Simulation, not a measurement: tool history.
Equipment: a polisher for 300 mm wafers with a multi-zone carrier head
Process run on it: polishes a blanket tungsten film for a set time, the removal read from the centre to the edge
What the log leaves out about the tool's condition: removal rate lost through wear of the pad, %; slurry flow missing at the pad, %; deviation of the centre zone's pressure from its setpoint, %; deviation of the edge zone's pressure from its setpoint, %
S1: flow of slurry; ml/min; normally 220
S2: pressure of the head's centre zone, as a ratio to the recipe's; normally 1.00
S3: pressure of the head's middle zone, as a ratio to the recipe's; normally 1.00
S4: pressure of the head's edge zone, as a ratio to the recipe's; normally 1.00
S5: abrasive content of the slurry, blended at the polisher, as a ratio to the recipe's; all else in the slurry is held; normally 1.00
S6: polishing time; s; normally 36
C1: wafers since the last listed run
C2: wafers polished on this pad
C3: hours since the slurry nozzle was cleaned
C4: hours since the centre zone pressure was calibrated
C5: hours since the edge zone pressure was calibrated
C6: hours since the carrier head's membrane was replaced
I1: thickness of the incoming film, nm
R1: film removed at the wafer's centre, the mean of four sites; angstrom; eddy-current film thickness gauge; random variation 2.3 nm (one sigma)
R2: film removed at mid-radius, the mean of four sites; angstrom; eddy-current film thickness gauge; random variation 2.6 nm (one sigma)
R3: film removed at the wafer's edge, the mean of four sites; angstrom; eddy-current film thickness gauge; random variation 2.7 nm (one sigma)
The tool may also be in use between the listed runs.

| run | day | S1 | S2 | S3 | S4 | S5 | S6 | C1 | C2 | C3 | C4 | C5 | C6 | I1 | R1 | R2 | R3 |
|---|---|---|---|---|---|---|---|---|---|---|---|---|---|---|---|---|---|
| 1 | 0.000 | 220 | 0.89 | 1.00 | 1.00 | 1.15 | 36 | 0 | 938 | 117.2 | 167.9 | 766.5 | 114.9 | 661.4 | 1928 | 2175 | 2158 |
| 2 | 0.642 | 220 | 1.00 | 1.00 | 1.00 | 1.00 | 25 | 156 | 1095 | 132.6 | 183.3 | 781.9 | 130.3 | 677.4 | 1449 | 1460 | 1463 |
| 3 | 1.283 | 220 | 1.08 | 1.00 | 1.00 | 1.00 | 42 | 156 | 1252 | 148.0 | 198.7 | 797.3 | 145.7 | 667.2 | 2618 | 2462 | 2482 |
| 4 | 2.004 | 220 | 1.00 | 1.00 | 1.00 | 1.00 | 36 | 176 | 1428 | 165.3 | 216.0 | 814.6 | 163.0 | 668.4 | 2086 | 2123 | 2143 |
|  | 2.667 | worn pad replaced by a new one |
|  | 2.900 | edge zone pressure recalibrated |
| 5 | 3.796 | 220 | 1.00 | 1.00 | 1.00 | 1.00 | 36 | 376 | 255 | 208.3 | 259.0 | 21.5 | 206.0 | 661.0 | 2073 | 2111 | 2138 |
| 6 | 4.262 | 220 | 1.00 | 1.00 | 1.00 | 1.00 | 36 | 113 | 369 | 219.5 | 270.2 | 32.7 | 217.2 | 679.0 | 2114 | 2131 | 2130 |
| 7 | 4.642 | 220 | 0.95 | 1.00 | 1.00 | 1.30 | 36 | 92 | 462 | 228.6 | 279.3 | 41.8 | 226.3 | 670.0 | 2057 | 2227 | 2267 |
| 8 | 5.258 | 220 | 1.00 | 1.00 | 1.00 | 1.00 | 41 | 150 | 612 | 243.4 | 294.1 | 56.6 | 241.1 | 661.7 | 2346 | 2389 | 2449 |
| 9 | 6.062 | 220 | 1.00 | 1.00 | 1.00 | 1.00 | 36 | 196 | 809 | 262.7 | 313.4 | 75.9 | 260.4 | 674.3 | 2035 | 2133 | 2102 |
| 10 | 6.742 | 220 | 0.95 | 1.00 | 1.00 | 1.00 | 36 | 165 | 975 | 279.0 | 329.7 | 92.2 | 276.7 | 670.9 | 1962 | 2110 | 2144 |
| 11 | 7.317 | 220 | 1.00 | 1.00 | 1.00 | 1.00 | 36 | 140 | 1115 | 292.8 | 343.5 | 106.0 | 290.5 | 670.0 | 2132 | 2090 | 2092 |
| 12 | 7.992 | 220 | 1.00 | 1.00 | 1.00 | 1.00 | 36 | 164 | 1280 | 309.0 | 359.7 | 122.2 | 306.7 | 682.4 | 2070 | 2116 | 2109 |
| 13 | 8.633 | 220 | 1.00 | 1.00 | 1.00 | 1.20 | 31 | 156 | 1437 | 324.4 | 375.1 | 137.6 | 322.1 | 666.8 | 1895 | 1874 | 1882 |
|  | 9.217 | worn pad replaced by a new one |
| 14 | 9.854 | 220 | 1.00 | 0.89 | 1.00 | 1.00 | 43 | 257 | 155 | 353.7 | 404.4 | 166.9 | 351.4 | 673.5 | 2462 | 2327 | 2510 |
| 15 | 10.196 | 220 | 0.90 | 1.07 | 1.00 | 0.75 | 36 | 83 | 239 | 361.9 | 412.6 | 175.1 | 359.6 | 665.0 | 1737 | 2096 | 2019 |
| 16 | 10.858 | 155 | 1.00 | 1.11 | 1.00 | 0.80 | 45 | 161 | 401 | 377.8 | 428.5 | 191.0 | 375.5 | 668.2 | 2364 | 2623 | 2401 |
| 17 | 11.108 | 220 | 1.00 | 1.00 | 1.00 | 1.00 | 49 | 61 | 462 | 383.8 | 434.5 | 197.0 | 381.5 | 668.7 | 2841 | 2866 | 2879 |
| 18 | 11.517 | 290 | 1.00 | 0.96 | 1.00 | 1.00 | 36 | 99 | 561 | 393.6 | 444.3 | 206.8 | 391.3 | 671.7 | 2156 | 2076 | 2150 |
| 19 | 11.821 | 220 | 1.00 | 0.94 | 1.00 | 1.00 | 36 | 74 | 636 | 400.9 | 451.6 | 214.1 | 398.6 | 675.0 | 2052 | 2032 | 2167 |
|  | 12.079 | centre zone pressure recalibrated |
| 20 | 12.212 | 295 | 1.00 | 1.06 | 1.00 | 1.25 | 32 | 75 | 711 | 410.3 | 3.2 | 223.5 | 408.0 | 671.4 | 2019 | 2063 | 2010 |
| 21 | 12.950 | 220 | 1.00 | 1.00 | 1.00 | 1.00 | 36 | 180 | 891 | 428.0 | 20.9 | 241.2 | 425.7 | 676.3 | 2130 | 2109 | 2138 |

Predict each of these 5 candidate next runs independently; none follows another, all start after run 21:
| A | 12.967 | 220 | 1.00 | 0.91 | 1.00 | 1.00 | 36 | 4 | 895 | 428.4 | 21.3 | 241.6 | 426.1 | 681.2 | ? | ? | ? |
| B | 12.967 | 220 | 1.00 | 1.00 | 1.00 | 0.90 | 23 | 4 | 895 | 428.4 | 21.3 | 241.6 | 426.1 | 681.2 | ? | ? | ? |
| C | 12.967 | 220 | 1.00 | 1.00 | 1.06 | 1.00 | 31 | 4 | 895 | 428.4 | 21.3 | 241.6 | 426.1 | 681.2 | ? | ? | ? |
| D | 12.967 | 245 | 1.10 | 1.00 | 1.00 | 1.10 | 36 | 4 | 895 | 428.4 | 21.3 | 241.6 | 426.1 | 681.2 | ? | ? | ? |
| E | 12.967 | 220 | 1.04 | 1.09 | 1.00 | 1.00 | 48 | 4 | 895 | 428.4 | 21.3 | 241.6 | 426.1 | 681.2 | ? | ? | ? |

| run | R1 | R2 | R3 |
|---|---|---|---|
| A | 2069 | 1953 | 2134 |
| B | 1291 | 1305 | 1329 |
| C | 1783 | 1803 | 1889 |
| D | 2364 | 2167 | 2201 |
| E | 2873 | 2978 | 2840 |
Without the tool's hidden state the same runs would have given:
| run | R1 | R2 | R3 |
|---|---|---|---|
| A | 2069 | 1953 | 2134 |
| B | 1291 | 1305 | 1329 |
| C | 1783 | 1803 | 1889 |
| D | 2364 | 2167 | 2201 |
| E | 2873 | 2978 | 2840 |
